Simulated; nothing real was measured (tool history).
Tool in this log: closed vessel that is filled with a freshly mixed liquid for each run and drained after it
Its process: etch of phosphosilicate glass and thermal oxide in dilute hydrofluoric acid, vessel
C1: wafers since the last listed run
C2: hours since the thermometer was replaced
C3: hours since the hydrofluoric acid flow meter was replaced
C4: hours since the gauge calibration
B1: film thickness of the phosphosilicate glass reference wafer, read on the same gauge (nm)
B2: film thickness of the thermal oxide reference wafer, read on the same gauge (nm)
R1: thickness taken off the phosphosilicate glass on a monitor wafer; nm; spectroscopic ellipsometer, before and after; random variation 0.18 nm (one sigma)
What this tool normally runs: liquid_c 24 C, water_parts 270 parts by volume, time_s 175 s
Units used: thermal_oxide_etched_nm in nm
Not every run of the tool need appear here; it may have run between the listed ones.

Run 1, hour 0: usual settings; C1 0; C2 1994; C3 776.5; C4 640.3; B1 40; B2 39.994. Result: R1 30.51 nm, thermal_oxide_etched_nm 2.752 nm.
Run 2, hour 29.2: usual settings; C1 2284; C2 2023.2; C3 805.7; C4 669.5; B1 39.99; B2 40.003. Result: R1 30.28 nm, thermal_oxide_etched_nm 2.707 nm.
Run 3, hour 59.4: usual settings; C1 2362; C2 2053.4; C3 835.9; C4 699.7; B1 40; B2 39.998. Result: R1 30.32 nm, thermal_oxide_etched_nm 2.73 nm.
Run 4, hour 86.4: usual settings; C1 2112; C2 2080.4; C3 862.9; C4 726.7; B1 39.99; B2 39.985. Result: R1 30.22 nm, thermal_oxide_etched_nm 2.741 nm.
Run 5, hour 110.5: usual settings; C1 1885; C2 2104.5; C3 887; C4 750.8; B1 40.01; B2 39.999. Result: R1 30.32 nm, thermal_oxide_etched_nm 2.717 nm.
Run 6, hour 143.8: usual settings; C1 2605; C2 2137.8; C3 920.3; C4 784.1; B1 40.01; B2 39.997. Result: R1 30.14 nm, thermal_oxide_etched_nm 2.689 nm.
Run 7, hour 163.7: usual settings; C1 1557; C2 2157.7; C3 940.2; C4 804; B1 40; B2 40.013. Result: R1 30.36 nm, thermal_oxide_etched_nm 2.734 nm.
Run 8, hour 193.6: usual settings; C1 2339; C2 2187.6; C3 970.1; C4 833.9; B1 40.01; B2 39.998. Result: R1 29.98 nm, thermal_oxide_etched_nm 2.736 nm.
Run 9, hour 222.7: usual settings; C1 2276; C2 2216.7; C3 999.2; C4 863; B1 40.02; B2 40.001. Result: R1 30.18 nm, thermal_oxide_etched_nm 2.712 nm.
Run 10, hour 253.7: usual settings; C1 2425; C2 2247.7; C3 1030.2; C4 894; B1 39.99; B2 39.988. Result: R1 30.1 nm, thermal_oxide_etched_nm 2.648 nm.
Run 11, hour 277.2: usual settings; C1 1838; C2 2271.2; C3 1053.7; C4 917.5; B1 40; B2 39.989. Result: R1 29.84 nm, thermal_oxide_etched_nm 2.678 nm.
Run 12, hour 293.4: usual settings; C1 1267; C2 2287.4; C3 1069.9; C4 933.7; B1 40; B2 40.001. Result: R1 30.11 nm, thermal_oxide_etched_nm 2.712 nm.
Run 13, hour 326.9: usual settings but liquid_c 26.5 C, water_parts 175 parts by volume, time_s 205 s; C1 2621; C2 2320.9; C3 1103.4; C4 967.2; B1 39.99; B2 39.985. Result: R1 65.32 nm, thermal_oxide_etched_nm 5.917 nm.
At hour 335.8: hydrofluoric acid flow meter replaced.
Run 14, hour 358.1: usual settings but liquid_c 28 C; C1 2362; C2 2352.1; C3 22.3; C4 998.4; B1 40; B2 40.004. Result: R1 32.76 nm, thermal_oxide_etched_nm 2.958 nm.
Run 15, hour 386.6: usual settings but water_parts 230 parts by volume, time_s 260 s; C1 2229; C2 2380.6; C3 50.8; C4 1026.9; B1 40.01; B2 39.984. Result: R1 52.01 nm, thermal_oxide_etched_nm 4.727 nm.
Run 16, hour 420.1: usual settings but water_parts 305 parts by volume; C1 2621; C2 2414.1; C3 84.3; C4 1060.4; B1 40; B2 39.996. Result: R1 24.53 nm, thermal_oxide_etched_nm 2.234 nm.
Run 17, hour 439: usual settings but liquid_c 21 C, water_parts 305 parts by volume, time_s 245 s; C1 1478; C2 2433; C3 103.2; C4 1079.3; B1 40; B2 39.996. Result: R1 30.68 nm, thermal_oxide_etched_nm 2.84 nm.
At hour 455: hydrofluoric acid flow meter replaced, repeated, since the last time left the tool worse.
At hour 455.1: gauge calibrated.
Run 18, hour 466.3: usual settings; C1 2057; C2 2460.3; C3 11.3; C4 11.2; B1 40.01; B2 40.011. Result: R1 31.41 nm, thermal_oxide_etched_nm 2.79 nm.
Run 19, hour 480.2: usual settings but time_s 280 s; C1 1087; C2 2474.2; C3 25.2; C4 25.1; B1 40.01; B2 39.995. Result: R1 49.98 nm, thermal_oxide_etched_nm 4.528 nm.
At hour 506.8: thermometer replaced.
Run 20, hour 507.3: usual settings; C1 2042; C2 0.5; C3 52.3; C4 52.2; B1 40; B2 39.983. Result: R1 31.44 nm, thermal_oxide_etched_nm 2.847 nm.
Run 21, hour 541.7: usual settings; C1 2691; C2 34.9; C3 86.7; C4 86.6; B1 40.02; B2 40.015. Result: R1 31.4 nm, thermal_oxide_etched_nm 2.817 nm.
Run 22, hour 572.3: usual settings but liquid_c 29 C, water_parts 185 parts by volume, time_s 205 s; C1 2394; C2 65.5; C3 117.3; C4 117.2; B1 40.01; B2 40.008. Result: R1 69.42 nm, thermal_oxide_etched_nm 6.231 nm.
Run 23, hour 605.2: usual settings but water_parts 380 parts by volume; C1 2574; C2 98.4; C3 150.2; C4 150.1; B1 40.01; B2 40.002. Result: R1 20.1 nm, thermal_oxide_etched_nm 1.793 nm.
Run 24, hour 673.4: usual settings but liquid_c 27 C, water_parts 205 parts by volume, time_s 275 s; C1 5336; C2 166.6; C3 218.4; C4 218.3; B1 40; B2 39.995. Result: R1 76.3 nm, thermal_oxide_etched_nm 6.778 nm.
Run 25, hour 693.5: usual settings but liquid_c 29 C, water_parts 330 parts by volume; C1 1572; C2 186.7; C3 238.5; C4 238.4; B1 40; B2 40.004. Result: R1 28.13 nm, thermal_oxide_etched_nm 2.6 nm.
Run 26, hour 713: usual settings but water_parts 400 parts by volume; C1 1525; C2 206.2; C3 258; C4 257.9; B1 40; B2 40.009. Result: R1 18.5 nm, thermal_oxide_etched_nm 1.646 nm.

Below, some changes in R1 between adjacent runs. For each, the amount present without the hidden state too (settings, incoming material, random variation) and the amount remaining for the hidden state with gauge scatter not shared by both compared results:
Unlogged tool condition in this case: liquid hotter than its thermometer reads (K); hydrofluoric acid flow below the setpoint (%); gauge reads high (%).
Run 15 -> 16: water_parts 230 -> 305, time_s 260 -> 175. R1 -27.48 nm: hidden state +2.65, all else -30.13.
Run 17 -> 18: liquid_c 21 -> 24, water_parts 305 -> 270, time_s 245 -> 175, hydrofluoric acid flow meter replaced, repeated, since the last time left the tool worse, gauge calibrated. R1 +0.73 nm: hidden state +3.03, all else -2.3.
Run 22 -> 23: liquid_c 29 -> 24, water_parts 185 -> 380, time_s 205 -> 175. R1 -49.32 nm: hidden state +0.63, all else -49.95.
Run 23 -> 24: liquid_c 24 -> 27, water_parts 380 -> 205, time_s 175 -> 275. R1 +56.2 nm: hidden state -1.1, all else +57.3.

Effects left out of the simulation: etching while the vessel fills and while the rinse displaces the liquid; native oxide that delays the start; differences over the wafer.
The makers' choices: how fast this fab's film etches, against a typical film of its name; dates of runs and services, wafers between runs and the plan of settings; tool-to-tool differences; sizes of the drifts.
